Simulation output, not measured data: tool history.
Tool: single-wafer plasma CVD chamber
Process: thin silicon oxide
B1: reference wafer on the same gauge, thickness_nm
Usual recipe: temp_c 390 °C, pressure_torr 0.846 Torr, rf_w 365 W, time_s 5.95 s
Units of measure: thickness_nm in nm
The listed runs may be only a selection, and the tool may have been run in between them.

Run 1, day 0.000: usual settings but time_s 6.67 s; B1 13.000. Result: thickness_nm 12.504 nm.
Run 2, day 0.458: usual settings but time_s 6.67 s; B1 13.000. Result: thickness_nm 12.515 nm.
At day 0.679: gauge calibrated.
Run 3, day 2.129: usual settings but time_s 6.67 s; B1 12.999. Result: thickness_nm 12.492 nm.
Run 4, day 2.546: usual settings; B1 13.002. Result: thickness_nm 11.166 nm.
Run 5, day 2.954: usual settings; B1 12.999. Result: thickness_nm 11.171 nm.
At day 3.504: RF generator calibrated.
At day 3.662: thermocouple changed; heater temperature recalibrated.
Run 6, day 3.683: usual settings; B1 12.999. Result: thickness_nm 11.160 nm.
At day 4.258: showerhead replaced, of another model than before.
Run 7, day 4.279: usual settings but rf_w 390 W; B1 13.001. Result: thickness_nm 11.606 nm.
Run 8, day 4.404: usual settings but rf_w 390 W; B1 13.001. Result: thickness_nm 11.547 nm.
At day 4.792: capacitance manometer re-zeroed and calibrated.
Run 9, day 5.150: usual settings but time_s 6.41 s; B1 13.001. Result: thickness_nm 13.086 nm.
Run 10, day 5.533: usual settings; B1 12.998. Result: thickness_nm 12.167 nm.
Run 11, day 5.867: usual settings but temp_c 403 °C; B1 13.000. Result: thickness_nm 12.035 nm.
Run 12, day 6.475: usual settings but temp_c 396 °C, rf_w 415 W; B1 12.997. Result: thickness_nm 12.421 nm.
Run 13, day 6.921: usual settings but temp_c 383 °C, pressure_torr 0.770 Torr, rf_w 330 W, time_s 5.31 s; B1 13.001. Result: thickness_nm 10.032 nm.
At day 7.267: gauge calibrated.
Run 14, day 7.862: usual settings but temp_c 402 °C, pressure_torr 0.655 Torr, rf_w 385 W; B1 13.003. Result: thickness_nm 10.303 nm.
Run 15, day 8.312: usual settings but temp_c 395 °C, rf_w 320 W, time_s 4.84 s; B1 13.002. Result: thickness_nm 9.555 nm.
Run 16, day 8.812: usual settings; B1 12.999. Result: thickness_nm 12.129 nm.
Run 17, day 9.138: usual settings; B1 13.002. Result: thickness_nm 12.104 nm.

What if the next run were any one of these 5? Each begins from the tool's condition after run 17:
Run A, day 9.154: usual settings; B1 ?. Result: thickness_nm ?.
Run B, day 9.154: usual settings but temp_c 395 °C, pressure_torr 0.780 Torr; B1 ?. Result: thickness_nm ?.
Run C, day 9.154: usual settings but pressure_torr 0.916 Torr, time_s 6.98 s; B1 ?. Result: thickness_nm ?.
Run D, day 9.154: usual settings but temp_c 395 °C, pressure_torr 0.702 Torr, rf_w 390 W, time_s 7.11 s; B1 ?. Result: thickness_nm ?.
Run E, day 9.154: usual settings but pressure_torr 0.654 Torr; B1 ?. Result: thickness_nm ?.

run      B1  thickness_nm
  A  13.002        12.075
  B  13.002        11.437
  C  13.002        14.844
  D  13.002        12.946
  E  13.002        10.239
The same runs, with their run-to-run variation unchanged, on a tool lacking any hidden condition would have given:
run  thickness_nm
  A        12.116
  B        11.480
  C        14.895
  D        12.999
  E        10.281

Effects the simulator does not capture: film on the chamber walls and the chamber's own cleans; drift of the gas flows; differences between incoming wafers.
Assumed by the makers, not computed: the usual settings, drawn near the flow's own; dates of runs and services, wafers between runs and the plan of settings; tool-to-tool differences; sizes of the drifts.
